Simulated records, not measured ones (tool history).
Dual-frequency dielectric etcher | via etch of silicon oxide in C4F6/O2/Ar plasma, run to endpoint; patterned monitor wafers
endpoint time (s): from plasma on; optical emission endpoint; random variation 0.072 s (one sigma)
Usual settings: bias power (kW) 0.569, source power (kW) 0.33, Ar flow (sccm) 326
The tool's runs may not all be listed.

run	day	bias power (kW)	source power (kW)	Ar flow (sccm)	wafers since the last listed run	hours since the last wet clean	hours since the last bias power generator calibration	hours since the last source power generator calibration	hours since the last Ar flow controller change	hours since the last upper electrode change	incoming incoming film thickness, nm	endpoint time (s)
1	0	0.531	0.3	326	0	265.6	1163.6	5520.1	5216	3782.8	79.6	20.4
# day 0.329: source power generator calibrated
2	0.538	0.569	0.33	326	156	278.5	1176.5	5	5228.9	3795.7	79.1	18.8
3	1.246	0.569	0.33	326	299	295.5	1193.5	22	5245.9	3812.7	79.8	18.9
4	1.975	0.569	0.33	326	308	313	1211	39.5	5263.4	3830.2	79.8	18.9
5	2.962	0.569	0.33	326	417	336.7	1234.7	63.2	5287.1	3853.9	79.4	18.7
6	3.858	0.569	0.33	326	378	358.2	1256.2	84.7	5308.6	3875.4	78.7	18.6
7	4.583	0.569	0.33	289	306	375.6	1273.6	102.1	5326	3892.8	79.7	18.6
8	5.2	0.569	0.33	289	260	390.4	1288.4	116.9	5340.8	3907.6	79.3	18.4
# day 8.538: upper electrode replaced
# day 10.079: wet clean of the chamber
9	10.1	0.569	0.33	326	1225	0.5	1406	234.5	5458.4	37.5	79.3	19.5
# day 10.546: bias power generator calibrated
10	10.688	0.697	0.33	326	177	14.6	3.4	248.6	5472.5	51.6	79.5	17.2
11	11.367	0.569	0.27	401	287	30.9	19.7	264.9	5488.8	67.9	79.5	21.2
12	12.796	0.569	0.31	404	604	65.2	54	299.2	5523.1	102.2	79.2	19.9
13	13.679	0.694	0.26	292	373	86.4	75.2	320.4	5544.3	123.4	80.2	18.7
14	14.808	0.569	0.33	326	477	113.5	102.3	347.5	5571.4	150.5	79.6	19.1
15	15.579	0.569	0.33	326	325	132	120.8	366	5589.9	169	78.9	18.9
16	16.292	0.511	0.37	365	301	149.1	137.9	383.1	5607	186.1	79.8	19.5
17	17.192	0.705	0.38	326	380	170.7	159.5	404.7	5628.6	207.7	79.7	16.1
18	18.225	0.456	0.39	326	436	195.5	184.3	429.5	5653.4	232.5	79.4	19.9
19	19.242	0.468	0.33	326	429	219.9	208.7	453.9	5677.8	256.9	80	21.1
20	20.25	0.687	0.33	384	426	244.1	232.9	478.1	5702	281.1	79.8	17.4
# day 21.038: Ar flow controller replaced
21	21.058	0.569	0.33	326	236	263.5	252.3	497.5	0.5	300.5	79.9	18.8
22	21.788	0.52	0.35	326	308	281	269.8	515	18	318	79.9	19.1
23	22.392	0.569	0.33	326	255	295.5	284.3	529.5	32.5	332.5	79.4	18.6
24	23.504	0.569	0.38	326	470	322.2	311	556.2	59.2	359.2	79.1	17.5
25	24.883	0.472	0.39	273	583	355.3	344.1	589.3	92.3	392.3	79.4	19
26	26.325	0.569	0.33	326	609	389.9	378.7	623.9	126.9	426.9	80.2	18.6
# day 28.192: wet clean of the chamber
27	28.212	0.569	0.33	326	375	0.5	424	669.2	172.2	472.2	78.7	19
28	28.225	0.652	0.37	371	5	0.8	424.3	669.5	172.5	472.5	79.4	17.3
29	29.125	0.502	0.29	385	380	22.4	445.9	691.1	194.1	494.1	79	21.7
30	30.375	0.569	0.41	273	528	52.4	475.9	721.1	224.1	524.1	79.7	17.1

3 ways to go on from here, each from the tool as it stands after run 30. What would each give?
A	30.392	0.569	0.33	326	7	52.8	476.3	721.5	224.5	524.5	79.7	?
B	30.392	0.703	0.37	256	7	52.8	476.3	721.5	224.5	524.5	79.7	?
C	30.392	0.569	0.36	326	7	52.8	476.3	721.5	224.5	524.5	79.7	?

run	endpoint time (s)
A	19.2
B	16
C	18.5
Without the tool's hidden state the same runs would have given:
run	endpoint time (s)
A	19.2
B	16
C	18.6
